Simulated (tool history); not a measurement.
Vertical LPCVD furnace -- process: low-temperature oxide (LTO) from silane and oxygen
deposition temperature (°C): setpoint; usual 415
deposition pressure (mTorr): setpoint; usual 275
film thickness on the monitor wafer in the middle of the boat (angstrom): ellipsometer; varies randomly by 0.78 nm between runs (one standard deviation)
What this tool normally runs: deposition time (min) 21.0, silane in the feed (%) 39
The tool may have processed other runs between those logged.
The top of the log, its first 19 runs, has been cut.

run     day  deposition temperature (°C)  deposition pressure (mTorr)  deposition time (min)  silane in the feed (%)  wafers since the last listed run  hours since the last temperature calibration  hours since the pressure gauge was zeroed  hours since the silane flow controller was replaced  hours since the gauge calibration  read-back reference wafer on the same gauge, thickness  film thickness on the monitor wafer in the middle of the boat (angstrom)
     24.525  -- silane flow controller replaced
 20  24.546                          415                          275                   21.0                      39                               381                                         370.0                                      333.6                                                  0.5                              380.2                                                  280.71                                                                    2834.1
 21  25.617                          415                          275                   15.5                      39                               612                                         395.7                                      359.3                                                 26.2                              405.9                                                  280.85                                                                    2094.7
 22  26.612                          415                          275                   21.0                      39                               569                                         419.6                                      383.2                                                 50.1                              429.8                                                  281.24                                                                    2840.7
 23  27.246                          415                          275                   21.0                      39                               362                                         434.8                                      398.4                                                 65.3                              445.0                                                  281.45                                                                    2837.1
 24  28.233                          415                          275                   21.0                      44                               564                                         458.5                                      422.1                                                 89.0                              468.7                                                  281.88                                                                    3248.8
 25  29.388                          415                          210                   21.0                      39                               660                                         486.2                                      449.8                                                116.7                              496.4                                                  282.33                                                                    2179.7
 26  30.650                          415                          275                   21.0                      39                               722                                         516.5                                      480.1                                                147.0                              526.7                                                  282.53                                                                    2853.1
 27  31.917                          415                          275                   21.0                      39                               724                                         546.9                                      510.5                                                177.4                              557.1                                                  283.03                                                                    2842.8
 28  32.967                          415                          305                   21.0                      35                               600                                         572.1                                      535.7                                                202.6                              582.3                                                  283.57                                                                    2788.9
 29  34.358                          415                          275                   21.0                      34                               796                                         605.5                                      569.1                                                236.0                              615.7                                                  284.00                                                                    2422.0
 30  35.546                          415                          315                   27.0                      39                               679                                         634.0                                      597.6                                                264.5                              644.2                                                  284.47                                                                    4229.8
 31  36.975                          415                          210                   21.0                      46                               817                                         668.3                                      631.9                                                298.8                              678.5                                                  285.28                                                                    2608.5

What if the next run were any one of these 4? Each begins from the tool's condition after run 31:
  A  37.125                          415                          275                   21.0                      43                                85                                         671.9                                      635.5                                                302.4                              682.1                                                       ?                                                                         ?
  B  37.125                          424                          250                   21.0                      44                                85                                         671.9                                      635.5                                                302.4                              682.1                                                       ?                                                                         ?
  C  37.125                          418                          335                   21.0                      39                                85                                         671.9                                      635.5                                                302.4                              682.1                                                       ?                                                                         ?
  D  37.125                          424                          275                   21.0                      39                                85                                         671.9                                      635.5                                                302.4                              682.1                                                       ?                                                                         ?

run  read-back reference wafer on the same gauge, thickness  film thickness on the monitor wafer in the middle of the boat (angstrom)
  A                                                  285.27                                                                    3204.2
  B                                                  285.27                                                                    3260.0
  C                                                  285.27                                                                    3614.4
  D                                                  285.27                                                                    3155.1
Had the tool no hidden state, the same runs would have come out as:
run  film thickness on the monitor wafer in the middle of the boat (angstrom)
  A                                                                    3122.0
  B                                                                    3176.4
  C                                                                    3521.7
  D                                                                    3074.2
